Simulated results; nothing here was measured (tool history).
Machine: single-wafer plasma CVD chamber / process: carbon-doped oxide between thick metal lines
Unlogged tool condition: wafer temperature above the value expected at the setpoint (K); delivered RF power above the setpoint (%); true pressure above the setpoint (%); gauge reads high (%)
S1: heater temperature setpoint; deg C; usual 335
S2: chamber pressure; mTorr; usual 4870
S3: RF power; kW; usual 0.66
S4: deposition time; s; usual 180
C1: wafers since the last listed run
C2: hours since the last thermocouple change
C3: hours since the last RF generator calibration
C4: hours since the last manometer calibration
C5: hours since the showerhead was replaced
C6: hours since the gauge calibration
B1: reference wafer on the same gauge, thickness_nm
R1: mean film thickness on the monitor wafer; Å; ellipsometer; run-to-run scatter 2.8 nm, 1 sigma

run    hour   S1    S2     S3   S4    C1      C2      C3     C4      C5     C6        B1        R1
  1       0  335  4870  0.575  180     0  1576.3  1288.4  514.5  4630.1  272.5   1200.49  10614.82
  2    64.4  335  4870  0.575  180   493  1640.7  1352.8  578.9  4694.5  336.9  1199.992  10623.52
  3   132.1  335  4870  0.575  180   519  1708.4  1420.5  646.6  4762.2  404.6  1199.092   10568.4
  4     164  335  4870   0.66  180   244  1740.3  1452.4  678.5  4794.1  436.5  1199.481  11793.11
  5   206.9  335  4870   0.66  180   329  1783.2  1495.3  721.4    4837  479.4   1199.98   11717.3
  6   236.5  335  4870   0.66  180   227  1812.8  1524.9    751  4866.6    509    1200.3  11839.26
  7   278.7  335  4350   0.71  180   323    1855  1567.1  793.2  4908.8  551.2  1199.814  12270.82
  8     336  335  4350   0.71  180   439  1912.3  1624.4  850.5  4966.1  608.5  1199.776  12282.21
  9   376.2  335  4870   0.66  180   308  1952.5  1664.6  890.7  5006.3  648.7  1199.925  11777.72
      471.8  -- capacitance manometer re-zeroed and calibrated
 10   543.6  335  4870   0.66  180  1222  2119.9    1832   71.8  5173.7  816.1  1199.923  11935.87
 11   569.3  335  4870   0.66  180   197  2145.6  1857.7   97.5  5199.4  841.8   1200.03  11883.92
 12   610.4  325  4870   0.66  180   315  2186.7  1898.8  138.6  5240.5  882.9  1199.567  12151.31
      620.9  -- gauge calibrated
 13   651.7  325  4870   0.66  180   316    2228  1940.1  179.9  5281.8   30.8  1200.074  12169.51
 14   698.4  325  4370   0.72  180   358  2274.7  1986.8  226.6  5328.5   77.5   1199.52  12790.87
      706.5  -- RF generator calibrated
 15   740.7  342  4870   0.66  153   263    2317    34.2  268.9  5370.8  119.8  1199.995   9861.66
 16   797.3  322  4870   0.66  180   434  2373.6    90.8  325.5  5427.4  176.4  1200.598  12279.42
      892.4  -- thermocouple changed; heater temperature recalibrated
      905.2  -- showerhead replaced
 17   965.3  329  4870   0.66  180  1165    72.9   258.8  493.5    60.1  344.4  1200.266  11990.79
 18  1031.9  335  4870  0.735  209   510   139.5   325.4  560.1   126.7    411  1200.701  14818.96
 19  1091.8  335  4870  0.735  162   459   199.4   385.3    620   186.6  470.9  1200.386  11469.82
 20  1158.4  335  4870  0.615  180   510     266   451.9  686.6   253.2  537.5  1199.738  11235.53
 21  1222.9  335  4870   0.66  180   494   330.5   516.4  751.1   317.7    602  1200.309  11801.24
 22  1285.2  330  3840  0.705  193   477   392.8   578.7  813.4     380  664.3  1200.024  13018.71
 23  1324.9  335  4870   0.66  180   304   432.5   618.4  853.1   419.7    704  1200.724  11804.27
 24  1382.2  335  4870  0.565  180   439   489.8   675.7  910.4     477  761.3  1200.283  10421.96
     1440.1  -- capacitance manometer re-zeroed and calibrated
 25  1454.2  335  4870   0.66  180   490   561.8   747.7   14.1     549  833.3  1199.488  11883.24
 26  1495.5  341  5450   0.74  180   316   603.1     789   55.4   590.3  874.6  1200.063  12896.29
     1534.1  -- gauge calibrated
 27  1551.6  330  4870   0.66  180   430   659.2   845.1  111.5   646.4   17.5  1200.514  12042.36

What if the next run were any one of these 5? Each begins from the tool's condition after run 27:
  A  1552  335  4870   0.66  180   3  659.6  845.5  111.9  646.8  17.9   ?   ?
  B  1552  335  3860  0.715  207   3  659.6  845.5  111.9  646.8  17.9   ?   ?
  C  1552  341  4870   0.66  194   3  659.6  845.5  111.9  646.8  17.9   ?   ?
  D  1552  345  4870  0.725  180   3  659.6  845.5  111.9  646.8  17.9   ?   ?
  E  1552  335  4870  0.625  180   3  659.6  845.5  111.9  646.8  17.9   ?   ?

run        B1        R1
  A  1199.826  11888.85
  B  1199.826  14046.79
  C  1199.826  12612.38
  D  1199.826  12416.04
  E  1199.826  11405.37
Had the tool no hidden state, the same runs would have come out as:
run        R1
  A  11953.83
  B  14117.22
  C  12681.31
  D   12483.9
  E  11467.71
